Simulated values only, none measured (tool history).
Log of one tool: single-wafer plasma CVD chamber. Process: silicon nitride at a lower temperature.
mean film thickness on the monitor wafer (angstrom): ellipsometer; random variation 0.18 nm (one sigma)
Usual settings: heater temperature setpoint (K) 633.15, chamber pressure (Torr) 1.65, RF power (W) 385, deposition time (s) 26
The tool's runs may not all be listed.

run	hour	heater temperature setpoint (K)	chamber pressure (Torr)	RF power (W)	deposition time (s)	read-back reference wafer on the same gauge, thickness_nm	mean film thickness on the monitor wafer (angstrom)
1	0	624.15	1.65	385	28.8	32.322	392.14
2	44.9	624.15	1.65	385	28.8	32.32	399.98
3	115	628.15	1.65	385	26	32.29	367.28
4	150.6	633.15	1.65	335	26	32.273	345.49
5	190.7	633.15	1.65	360	26	32.296	352.23
6	222.9	633.15	1.65	360	26	32.307	350.85
7	292.2	633.15	1.65	360	26	32.273	351.21
8	324.4	633.15	1.65	385	26	32.304	358.16
9	378.8	633.15	1.65	385	26	32.311	358.38
10	441	633.15	1.65	385	26	32.289	360.72
11	488.6	633.15	1.89	385	26	32.274	369.53
12	556.3	633.15	1.65	385	26	32.318	360.91
13	623.9	624.15	1.52	385	26	32.333	349.18
14	677.7	644.15	1.65	435	30.2	32.288	433.52
15	715.6	643.15	1.65	385	26	32.275	354.2
16	744.5	638.15	1.26	360	22.5	32.317	280.18
17	788.3	633.15	1.34	385	26	32.302	346.25
18	814.3	623.15	1.3	320	26	32.3	320.79
19	881.9	633.15	2.04	385	28	32.339	408.98
20	943.1	643.15	1.76	385	26	32.291	364.36
21	969	633.15	1.85	385	28.4	32.309	401.72
22	1126.4	633.15	1.65	385	26	32.279	354.33
23	1162.9	640.15	1.29	310	30	32.309	359.23
24	1223.5	625.15	1.65	385	26	32.297	353.79
25	1266.9	633.15	1.47	385	26	32.325	346.03
26	1334.1	633.15	1.65	385	26	32.323	352.49
27	1376.6	633.15	1.47	385	23.3	32.308	308.15

Not shown: 7 entries that the log had between the listed runs. Between which runs, and how does the tool's hidden state differ before and after?
Between runs 2 and 3: RF generator calibrated (hour 78.4)
  delivered RF power above the setpoint (%): -8.25 -> -1.75
  measured less the result without the state, mean film thickness on the monitor wafer (angstrom): -13.89 -> -2.61
Between runs 6 and 7: gauge calibrated (hour 282.4)
  delivered RF power above the setpoint (%): -4.17 -> -5.28
  measured less the result without the state, mean film thickness on the monitor wafer (angstrom): -6.03 -> -7.69
Between runs 11 and 12: capacitance manometer re-zeroed and calibrated (hour 541.7)
  delivered RF power above the setpoint (%): -7.25 -> -7.66
  measured less the result without the state, mean film thickness on the monitor wafer (angstrom): -11.22 -> -11.61
Between runs 13 and 14: showerhead replaced (hour 656.7)
  delivered RF power above the setpoint (%): -7.98 -> -8.18
  measured less the result without the state, mean film thickness on the monitor wafer (angstrom): -11.71 -> -13.95
Between runs 16 and 17: RF generator calibrated (hour 773.4)
  delivered RF power above the setpoint (%): -8.39 -> -2.09
  measured less the result without the state, mean film thickness on the monitor wafer (angstrom): -9.9 -> -2.96
Between runs 19 and 20: thermocouple changed; heater temperature recalibrated (hour 918.7)
  delivered RF power above the setpoint (%): -4.42 -> -5.57
  measured less the result without the state, mean film thickness on the monitor wafer (angstrom): -7.47 -> -8.42
Between runs 25 and 26: gauge calibrated (hour 1280.8)
  delivered RF power above the setpoint (%): -8.7 -> -9
  measured less the result without the state, mean film thickness on the monitor wafer (angstrom): -12.71 -> -13.42
